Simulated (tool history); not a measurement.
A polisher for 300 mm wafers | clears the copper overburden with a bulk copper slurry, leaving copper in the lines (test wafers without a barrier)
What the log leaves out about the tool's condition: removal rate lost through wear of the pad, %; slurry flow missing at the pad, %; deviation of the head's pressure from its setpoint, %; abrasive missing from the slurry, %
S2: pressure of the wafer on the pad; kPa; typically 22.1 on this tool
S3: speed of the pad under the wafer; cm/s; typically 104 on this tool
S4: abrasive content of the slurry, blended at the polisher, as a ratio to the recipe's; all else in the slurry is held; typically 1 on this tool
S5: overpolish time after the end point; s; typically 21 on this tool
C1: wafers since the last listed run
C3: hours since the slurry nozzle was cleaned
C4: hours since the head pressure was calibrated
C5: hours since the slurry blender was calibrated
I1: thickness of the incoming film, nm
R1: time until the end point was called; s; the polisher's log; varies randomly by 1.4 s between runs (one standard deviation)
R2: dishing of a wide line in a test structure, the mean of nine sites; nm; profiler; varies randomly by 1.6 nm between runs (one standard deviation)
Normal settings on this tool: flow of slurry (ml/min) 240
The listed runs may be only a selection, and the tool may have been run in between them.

{"run": 1, "hour": 0.0, "flow of slurry (ml/min)": 240, "S2": 22.1, "S3": 104, "S4": 1, "S5": 21, "C1": 0, "wafers polished on this pad": 204, "C3": 601.1, "C4": 521.1, "C5": 276.6, "I1": 1009.8, "R1": 77.8, "R2": 129.6}
{"run": 2, "hour": 16.1, "flow of slurry (ml/min)": 240, "S2": 22.1, "S3": 104, "S4": 1, "S5": 21, "C1": 84, "wafers polished on this pad": 288, "C3": 617.2, "C4": 537.2, "C5": 292.7, "I1": 1015.3, "R1": 80.3, "R2": 130.6}
{"run": 3, "hour": 23.3, "flow of slurry (ml/min)": 240, "S2": 22.1, "S3": 104, "S4": 1, "S5": 21, "C1": 37, "wafers polished on this pad": 326, "C3": 624.4, "C4": 544.4, "C5": 299.9, "I1": 1002.8, "R1": 78.2, "R2": 130.1}
{"run": 4, "hour": 40.8, "flow of slurry (ml/min)": 240, "S2": 22.1, "S3": 104, "S4": 1, "S5": 21, "C1": 91, "wafers polished on this pad": 418, "C3": 641.9, "C4": 561.9, "C5": 317.4, "I1": 998.8, "R1": 79, "R2": 130.6}
{"run": 5, "hour": 58.1, "flow of slurry (ml/min)": 240, "S2": 22.1, "S3": 104, "S4": 1, "S5": 21, "C1": 90, "wafers polished on this pad": 509, "C3": 659.2, "C4": 579.2, "C5": 334.7, "I1": 1007.6, "R1": 78.4, "R2": 127.7}
{"hour": 61.5, "done": "slurry nozzle cleaned"}
{"run": 6, "hour": 66.4, "flow of slurry (ml/min)": 240, "S2": 22.1, "S3": 104, "S4": 1, "S5": 21, "C1": 38, "wafers polished on this pad": 547, "C3": 4.9, "C4": 587.5, "C5": 343, "I1": 986.6, "R1": 79.2, "R2": 129}
{"hour": 81.7, "done": "head pressure recalibrated"}
{"run": 7, "hour": 82.4, "flow of slurry (ml/min)": 240, "S2": 22.1, "S3": 96, "S4": 1, "S5": 21, "C1": 73, "wafers polished on this pad": 620, "C3": 20.9, "C4": 0.7, "C5": 359, "I1": 986.3, "R1": 86, "R2": 125.3}
{"run": 8, "hour": 96.2, "flow of slurry (ml/min)": 240, "S2": 22.1, "S3": 78, "S4": 1, "S5": 21, "C1": 72, "wafers polished on this pad": 693, "C3": 34.7, "C4": 14.5, "C5": 372.8, "I1": 1014, "R1": 100.4, "R2": 112.2}
{"run": 9, "hour": 109.9, "flow of slurry (ml/min)": 240, "S2": 20, "S3": 74, "S4": 1, "S5": 16, "C1": 71, "wafers polished on this pad": 765, "C3": 48.4, "C4": 28.2, "C5": 386.5, "I1": 998, "R1": 112.4, "R2": 88.3}
{"hour": 124.3, "done": "worn pad replaced by a new one"}
{"run": 10, "hour": 124.8, "flow of slurry (ml/min)": 170, "S2": 22.1, "S3": 128, "S4": 1, "S5": 21, "C1": 57, "wafers polished on this pad": 2, "C3": 63.3, "C4": 43.1, "C5": 401.4, "I1": 1017.4, "R1": 71.6, "R2": 137.8}
{"hour": 137.4, "done": "slurry blender recalibrated"}
{"run": 11, "hour": 137.9, "flow of slurry (ml/min)": 240, "S2": 22.1, "S3": 104, "S4": 1, "S5": 21, "C1": 58, "wafers polished on this pad": 61, "C3": 76.4, "C4": 56.2, "C5": 0.5, "I1": 1010, "R1": 80.6, "R2": 130.4}
{"run": 12, "hour": 148.9, "flow of slurry (ml/min)": 240, "S2": 15.9, "S3": 104, "S4": 1, "S5": 17, "C1": 57, "wafers polished on this pad": 118, "C3": 87.4, "C4": 67.2, "C5": 11.5, "I1": 1015.2, "R1": 100.7, "R2": 96.5}
{"run": 13, "hour": 162.6, "flow of slurry (ml/min)": 240, "S2": 22.1, "S3": 76, "S4": 0.9, "S5": 21, "C1": 71, "wafers polished on this pad": 190, "C3": 101.1, "C4": 80.9, "C5": 25.2, "I1": 995.3, "R1": 97.1, "R2": 114.5}
{"run": 14, "hour": 173.6, "flow of slurry (ml/min)": 240, "S2": 25.5, "S3": 104, "S4": 1.1, "S5": 14, "C1": 57, "wafers polished on this pad": 248, "C3": 112.1, "C4": 91.9, "C5": 36.2, "I1": 1015.9, "R1": 69.9, "R2": 113.6}

Forecast each of these 5 alternatives for the next run:
{"run": "A", "hour": 174.1, "flow of slurry (ml/min)": 240, "S2": 24.1, "S3": 104, "S4": 1, "S5": 21, "C1": 2, "wafers polished on this pad": 251, "C3": 112.6, "C4": 92.4, "C5": 36.7, "I1": 990.9, "R1": "?", "R2": "?"}
{"run": "B", "hour": 174.1, "flow of slurry (ml/min)": 240, "S2": 22.1, "S3": 78, "S4": 1.1, "S5": 27, "C1": 2, "wafers polished on this pad": 251, "C3": 112.6, "C4": 92.4, "C5": 36.7, "I1": 990.9, "R1": "?", "R2": "?"}
{"run": "C", "hour": 174.1, "flow of slurry (ml/min)": 240, "S2": 15.9, "S3": 104, "S4": 1, "S5": 21, "C1": 2, "wafers polished on this pad": 251, "C3": 112.6, "C4": 92.4, "C5": 36.7, "I1": 990.9, "R1": "?", "R2": "?"}
{"run": "D", "hour": 174.1, "flow of slurry (ml/min)": 210, "S2": 22.1, "S3": 104, "S4": 0.85, "S5": 21, "C1": 2, "wafers polished on this pad": 251, "C3": 112.6, "C4": 92.4, "C5": 36.7, "I1": 990.9, "R1": "?", "R2": "?"}
{"run": "E", "hour": 174.1, "flow of slurry (ml/min)": 185, "S2": 22.1, "S3": 104, "S4": 1.25, "S5": 27, "C1": 2, "wafers polished on this pad": 251, "C3": 112.6, "C4": 92.4, "C5": 36.7, "I1": 990.9, "R1": "?", "R2": "?"}

run=A R1=72.6 R2=137
run=B R1=91.5 R2=136.7
run=C R1=98.4 R2=108.9
run=D R1=82.2 R2=126.3
run=E R1=76.5 R2=149.1
The same runs, with their run-to-run variation unchanged, on a tool lacking any hidden condition would have given:
run=A R1=71 R2=138.6
run=B R1=89.4 R2=138.3
run=C R1=96.2 R2=110.4
run=D R1=80.3 R2=127.9
run=E R1=74.8 R2=150.6
